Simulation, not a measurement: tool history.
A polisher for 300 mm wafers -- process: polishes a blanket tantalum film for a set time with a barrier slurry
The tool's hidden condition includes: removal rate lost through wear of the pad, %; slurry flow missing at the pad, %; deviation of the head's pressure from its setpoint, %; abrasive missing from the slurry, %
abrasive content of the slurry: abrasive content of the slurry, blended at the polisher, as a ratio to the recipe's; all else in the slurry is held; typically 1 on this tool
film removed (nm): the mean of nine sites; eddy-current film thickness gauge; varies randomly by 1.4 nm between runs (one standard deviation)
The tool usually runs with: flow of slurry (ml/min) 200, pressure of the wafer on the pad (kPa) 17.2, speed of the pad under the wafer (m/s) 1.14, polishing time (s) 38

run	hour	flow of slurry (ml/min)	pressure of the wafer on the pad (kPa)	speed of the pad under the wafer (m/s)	abrasive content of the slurry	polishing time (s)	wafers since the last listed run	wafers polished on this pad	hours since the slurry nozzle was cleaned	hours since the head pressure was calibrated	hours since the slurry blender was calibrated	incoming thickness of the incoming film, nm	film removed (nm)
1	0	175	17.2	1.14	1	38	0	1161	356.8	217.1	389.8	485.8	84.7
# hour 6: slurry blender recalibrated
2	12.3	200	17.2	1.14	1	38	176	1337	369.1	229.4	6.3	476	100.3
3	32.9	200	17.2	1.14	1	38	352	1690	389.7	250	26.9	482.1	98.9
# hour 53.2: worn pad replaced by a new one
4	57.4	200	17.2	1	1	38	350	71	414.2	274.5	51.4	473.2	86.5
5	80.4	200	17.2	1	1	38	393	465	437.2	297.5	74.4	475	85.9
6	95.7	200	17.2	1.14	1	38	261	726	452.5	312.8	89.7	486.7	93.9
7	121.1	200	17.2	1.14	0.9	38	434	1161	477.9	338.2	115.1	478.2	88.2
8	149.8	200	17.2	1.14	1	38	490	1651	506.6	366.9	143.8	488.1	93.2
# hour 172.3: worn pad replaced by a new one
9	182.5	200	17.2	1.14	1	38	490	173	539.3	399.6	176.5	479.3	93.3
10	199.6	200	20	0.84	1	38	292	466	556.4	416.7	193.6	484.6	82.3
11	212	200	20	0.84	1	38	212	678	568.8	429.1	206	485.7	82.1
12	228.9	200	17.2	1.14	1	38	288	967	585.7	446	222.9	483.6	92.9
13	258.5	200	17.2	1.14	1	38	506	1473	615.3	475.6	252.5	479	88.1
# hour 285: worn pad replaced by a new one
14	288.7	200	21.4	1.14	1	38	447	63	645.5	505.8	282.7	489.6	107.8
# hour 306: slurry nozzle cleaned
15	380.2	200	11.7	0.78	1	34	1547	1611	74.2	597.3	374.2	482.3	44.1
16	406	200	15.9	1.4	1.1	30	441	2052	100	623.1	400	477.9	79.6
17	426.3	200	17.2	1.38	1	38	347	2399	120.3	643.4	420.3	479.8	99.3
# hour 431.2: worn pad replaced by a new one
18	439.9	200	11.7	1.14	0.9	38	164	148	133.9	657	433.9	478	60.7
# hour 464.9: head pressure recalibrated
19	472.8	200	17.2	1.28	0.9	34	528	677	166.8	7.9	466.8	479.6	79.3
20	501	245	19.3	1.14	1	49	482	1159	195	36.1	495	490.2	127.8
# hour 512.7: slurry blender recalibrated
21	521.3	200	17.2	0.86	1	38	312	1472	215.3	56.4	8.6	483.6	81.6
# hour 541: worn pad replaced by a new one
22	548	200	17.2	1.14	1	38	388	120	242	83.1	35.3	473.1	98.9
23	576.4	200	17.2	1.14	1	38	485	605	270.4	111.5	63.7	481.4	98.3
24	601.1	250	17.2	1.14	1	38	422	1028	295.1	136.2	88.4	484.1	96.4
25	615.1	200	13.8	1.14	1	38	239	1267	309.1	150.2	102.4	486	78.6
26	643.2	175	20.7	1.14	1	38	480	1748	337.2	178.3	130.5	486	106.3

Consider 5 possible next runs. They are alternatives, not a sequence: every one starts from the tool as it was left by run 26. What does each give?
A	643.6	200	17.2	1.14	1	38	6	1754	337.6	178.7	130.9	481.9	?
B	643.6	180	17.2	1.36	1.3	38	6	1754	337.6	178.7	130.9	481.9	?
C	643.6	200	17.2	1.14	1.15	38	6	1754	337.6	178.7	130.9	481.9	?
D	643.6	200	11.7	1.26	1.15	38	6	1754	337.6	178.7	130.9	481.9	?
E	643.6	180	17.2	1.02	1	38	6	1754	337.6	178.7	130.9	481.9	?

run	film removed (nm)
A	92.6
B	117.5
C	99.1
D	79.9
E	83.8
With no hidden state in the tool, these same runs would have given:
run	film removed (nm)
A	100.8
B	125.3
C	106.7
D	86
E	91.2

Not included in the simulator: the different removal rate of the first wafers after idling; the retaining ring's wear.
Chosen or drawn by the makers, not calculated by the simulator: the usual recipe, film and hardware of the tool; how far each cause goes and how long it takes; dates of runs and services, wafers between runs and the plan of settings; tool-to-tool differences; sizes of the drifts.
